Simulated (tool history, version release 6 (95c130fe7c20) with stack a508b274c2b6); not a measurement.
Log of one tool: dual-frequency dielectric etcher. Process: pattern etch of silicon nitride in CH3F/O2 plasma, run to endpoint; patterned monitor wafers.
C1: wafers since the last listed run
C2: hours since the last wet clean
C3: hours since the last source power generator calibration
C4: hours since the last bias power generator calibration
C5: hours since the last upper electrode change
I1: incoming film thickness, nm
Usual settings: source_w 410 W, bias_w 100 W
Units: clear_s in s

run 1 day=0 | source_w=410 bias_w=85 | C1=0 C2=520.1 C3=4582.3 C4=2853.8 C5=2777.1 | I1=90.1 | clear_s=102.1
run 2 day=0.525 | source_w=410 bias_w=85 | C1=108 C2=532.7 C3=4594.9 C4=2866.4 C5=2789.7 | I1=90.6 | clear_s=103.2
run 3 day=2.004 | source_w=410 bias_w=85 | C1=306 C2=568.2 C3=4630.4 C4=2901.9 C5=2825.2 | I1=90.9 | clear_s=103.4
-- day=3.617 wet clean of the chamber
run 4 day=3.638 | source_w=410 bias_w=111 | C1=131 C2=0.5 C3=4669.6 C4=2941.1 C5=2864.4 | I1=90.4 | clear_s=93.6
-- day=4.338 bias power generator calibrated
run 5 day=4.55 | source_w=410 bias_w=111 | C1=154 C2=22.4 C3=4691.5 C4=5.1 C5=2886.3 | I1=90.6 | clear_s=94.3
run 6 day=5.162 | source_w=360 bias_w=90 | C1=126 C2=37.1 C3=4706.2 C4=19.8 C5=2901 | I1=91.6 | clear_s=107.1
-- day=5.421 source power generator calibrated
run 7 day=6.442 | source_w=440 bias_w=118 | C1=230 C2=67.8 C3=24.5 C4=50.5 C5=2931.7 | I1=91.9 | clear_s=90.6
run 8 day=7.517 | source_w=410 bias_w=100 | C1=222 C2=93.6 C3=50.3 C4=76.3 C5=2957.5 | I1=91.2 | clear_s=97.2
run 9 day=8.242 | source_w=410 bias_w=100 | C1=150 C2=111 C3=67.7 C4=93.7 C5=2974.9 | I1=90.5 | clear_s=96.5
run 10 day=8.804 | source_w=410 bias_w=100 | C1=116 C2=124.5 C3=81.2 C4=107.2 C5=2988.4 | I1=90.6 | clear_s=96.9
run 11 day=10.683 | source_w=410 bias_w=100 | C1=388 C2=169.6 C3=126.3 C4=152.3 C5=3033.5 | I1=91.5 | clear_s=98.4
run 12 day=11.962 | source_w=360 bias_w=100 | C1=264 C2=200.3 C3=157 C4=183 C5=3064.2 | I1=90.9 | clear_s=104.5
run 13 day=12.567 | source_w=340 bias_w=79 | C1=125 C2=214.8 C3=171.5 C4=197.5 C5=3078.7 | I1=91.3 | clear_s=115
run 14 day=13.975 | source_w=410 bias_w=111 | C1=291 C2=248.6 C3=205.3 C4=231.3 C5=3112.5 | I1=92 | clear_s=96.2
run 15 day=15.362 | source_w=450 bias_w=110 | C1=287 C2=281.9 C3=238.6 C4=264.6 C5=3145.8 | I1=90.9 | clear_s=91.2
run 16 day=15.979 | source_w=360 bias_w=90 | C1=127 C2=296.7 C3=253.4 C4=279.4 C5=3160.6 | I1=91.5 | clear_s=108.9
run 17 day=16.517 | source_w=410 bias_w=100 | C1=111 C2=309.6 C3=266.3 C4=292.3 C5=3173.5 | I1=90.9 | clear_s=97.9
run 18 day=17.288 | source_w=500 bias_w=82 | C1=159 C2=328.1 C3=284.8 C4=310.8 C5=3192 | I1=91.5 | clear_s=94.4
run 19 day=18.475 | source_w=410 bias_w=115 | C1=245 C2=356.6 C3=313.3 C4=339.3 C5=3220.5 | I1=90.7 | clear_s=94.8
-- day=19.846 upper electrode replaced
run 20 day=19.867 | source_w=380 bias_w=119 | C1=81 C2=390 C3=346.7 C4=372.7 C5=0.5 | I1=90.5 | clear_s=98.1
-- day=24.267 wet clean of the chamber
run 21 day=24.288 | source_w=410 bias_w=100 | C1=708 C2=0.5 C3=452.8 C4=478.8 C5=106.6 | I1=90.4 | clear_s=96.6
run 22 day=24.304 | source_w=380 bias_w=75 | C1=3 C2=0.9 C3=453.2 C4=479.2 C5=107 | I1=90.8 | clear_s=107.9
run 23 day=25.175 | source_w=470 bias_w=109 | C1=180 C2=21.8 C3=474.1 C4=500.1 C5=127.9 | I1=90.5 | clear_s=87.8
run 24 day=26.1 | source_w=410 bias_w=100 | C1=191 C2=44 C3=496.3 C4=522.3 C5=150.1 | I1=91.2 | clear_s=97.8
run 25 day=26.792 | source_w=410 bias_w=100 | C1=143 C2=60.6 C3=512.9 C4=538.9 C5=166.7 | I1=91.6 | clear_s=98.4
run 26 day=27.979 | source_w=410 bias_w=92 | C1=245 C2=89.1 C3=541.4 C4=567.4 C5=195.2 | I1=91.1 | clear_s=99.5
run 27 day=29.271 | source_w=410 bias_w=87 | C1=267 C2=120.1 C3=572.4 C4=598.4 C5=226.2 | I1=91.1 | clear_s=100.8
run 28 day=30.738 | source_w=410 bias_w=100 | C1=303 C2=155.3 C3=607.6 C4=633.6 C5=261.4 | I1=91.5 | clear_s=98.8
run 29 day=31.475 | source_w=380 bias_w=100 | C1=152 C2=173 C3=625.3 C4=651.3 C5=279.1 | I1=90.5 | clear_s=101.6
run 30 day=32.971 | source_w=500 bias_w=88 | C1=309 C2=208.9 C3=661.2 C4=687.2 C5=315 | I1=90.3 | clear_s=90.7
run 31 day=34.154 | source_w=380 bias_w=78 | C1=244 C2=237.3 C3=689.6 C4=715.6 C5=343.4 | I1=90.5 | clear_s=108.3
run 32 day=34.95 | source_w=410 bias_w=88 | C1=164 C2=256.4 C3=708.7 C4=734.7 C5=362.5 | I1=91 | clear_s=101.1
run 33 day=36.362 | source_w=320 bias_w=107 | C1=292 C2=290.3 C3=742.6 C4=768.6 C5=396.4 | I1=90.7 | clear_s=110.7
run 34 day=37.817 | source_w=440 bias_w=116 | C1=300 C2=325.2 C3=777.5 C4=803.5 C5=431.3 | I1=91.3 | clear_s=92
run 35 day=39.3 | source_w=500 bias_w=82 | C1=307 C2=360.8 C3=813.1 C4=839.1 C5=466.9 | I1=90.2 | clear_s=93.4

The same runs without the tool's hidden state, with the same run-to-run variation:
The hidden state here: etch rate over this chamber's usual, %; source power that arrives over what is set, %; bias power that arrives over what is set, %.
run=1 clear_s=98.9
run=2 clear_s=99.8
run=3 clear_s=99.8
run=4 clear_s=93.5
run=5 clear_s=94.1
run=6 clear_s=106.8
run=7 clear_s=90.1
run=8 clear_s=96.6
run=9 clear_s=95.8
run=10 clear_s=96.1
run=11 clear_s=97.3
run=12 clear_s=103.2
run=13 clear_s=113.5
run=14 clear_s=94.7
run=15 clear_s=89.7
run=16 clear_s=106.9
run=17 clear_s=96
run=18 clear_s=92.5
run=19 clear_s=92.8
run=20 clear_s=95.8
run=21 clear_s=96
run=22 clear_s=107.2
run=23 clear_s=87.2
run=24 clear_s=96.9
run=25 clear_s=97.4
run=26 clear_s=98.4
run=27 clear_s=99.5
run=28 clear_s=97.3
run=29 clear_s=100
run=30 clear_s=89.1
run=31 clear_s=106.2
run=32 clear_s=99
run=33 clear_s=108.2
run=34 clear_s=89.7
run=35 clear_s=90.9
